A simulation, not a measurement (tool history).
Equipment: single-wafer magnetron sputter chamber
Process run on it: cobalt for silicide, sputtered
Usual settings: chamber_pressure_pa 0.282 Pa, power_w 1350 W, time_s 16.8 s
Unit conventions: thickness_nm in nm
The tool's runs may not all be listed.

run,hour,chamber_pressure_pa,power_w,time_s,"read-back reference wafer on the same gauge, thickness_nm",thickness_nm
1,0.0,0.282,1350,15.7,10.303,11.069
2,66.9,0.282,1350,16.8,10.301,11.677
# hour 113.7: sputter target and shields replaced
3,114.2,0.282,1350,19.4,10.326,12.935
4,180.2,0.282,1350,19.4,10.287,12.748
5,220.6,0.258,1100,16.8,10.316,9.024
6,287.5,0.282,1350,16.8,10.301,10.725
7,314.2,0.282,1350,16.8,10.275,10.716
8,379.4,0.282,1350,16.8,10.326,10.768
9,447.8,0.282,1350,16.8,10.302,10.689
# hour 465.1: sputter target and shields replaced, repeated, since the last time left the tool worse
10,502.1,0.282,1350,16.8,10.304,12.301
# hour 515.4: gauge calibrated
11,550.0,0.282,1350,16.8,10.299,12.082
12,581.1,0.213,1450,16.8,10.286,13.346
13,616.4,0.213,1450,16.8,10.337,13.157
14,673.7,0.328,1350,16.8,10.287,11.644
15,720.9,0.311,1600,15.2,10.313,12.496
16,769.4,0.376,1550,15.2,10.310,11.811
# hour 792.7: magnet pack replaced
17,831.7,0.282,1350,16.8,10.319,11.742
18,891.8,0.282,1350,16.0,10.313,11.184
# hour 942.1: sputter target and shields replaced
19,962.0,0.229,1350,14.1,10.307,10.569
# hour 974.7: capacitance manometer re-zeroed and calibrated
20,1030.5,0.282,1350,16.8,10.274,12.142
21,1097.2,0.282,1350,19.1,10.304,13.496
22,1145.4,0.373,1150,14.6,10.320,8.563
23,1203.8,0.282,1350,16.8,10.289,11.844
24,1263.7,0.282,1350,18.5,10.310,13.086
25,1303.3,0.328,1350,16.8,10.300,11.611
# hour 1341.6: sputter target and shields replaced
26,1355.7,0.379,1550,16.8,10.294,13.747
27,1384.8,0.282,1350,16.8,10.287,12.112
28,1428.8,0.282,1600,15.1,10.294,12.887
29,1479.0,0.338,1700,14.0,10.325,12.408
30,1505.9,0.329,1350,16.8,10.281,11.825
31,1552.9,0.384,1150,19.2,10.316,11.142
32,1615.0,0.359,1350,19.5,10.282,13.424
33,1650.6,0.364,1150,17.9,10.277,10.391
34,1701.8,0.179,1100,19.6,10.287,11.588
# hour 1729.4: sputter target and shields replaced
35,1734.2,0.178,1600,16.8,10.308,15.175

4 options for the next run, each taken on its own from the tool as it stands now. Forecast them:
A,1734.6,0.282,1700,16.8,?,?
B,1734.6,0.310,1150,14.1,?,?
C,1734.6,0.327,1200,19.8,?,?
D,1734.6,0.252,1600,19.3,?,?

run,"read-back reference wafer on the same gauge, thickness_nm",thickness_nm
A,10.295,15.627
B,10.295,8.789
C,10.295,12.805
D,10.295,17.069
The same runs, with their run-to-run variation unchanged, on a tool lacking any hidden condition would have given:
run,thickness_nm
A,15.829
B,8.902
C,12.970
D,17.290

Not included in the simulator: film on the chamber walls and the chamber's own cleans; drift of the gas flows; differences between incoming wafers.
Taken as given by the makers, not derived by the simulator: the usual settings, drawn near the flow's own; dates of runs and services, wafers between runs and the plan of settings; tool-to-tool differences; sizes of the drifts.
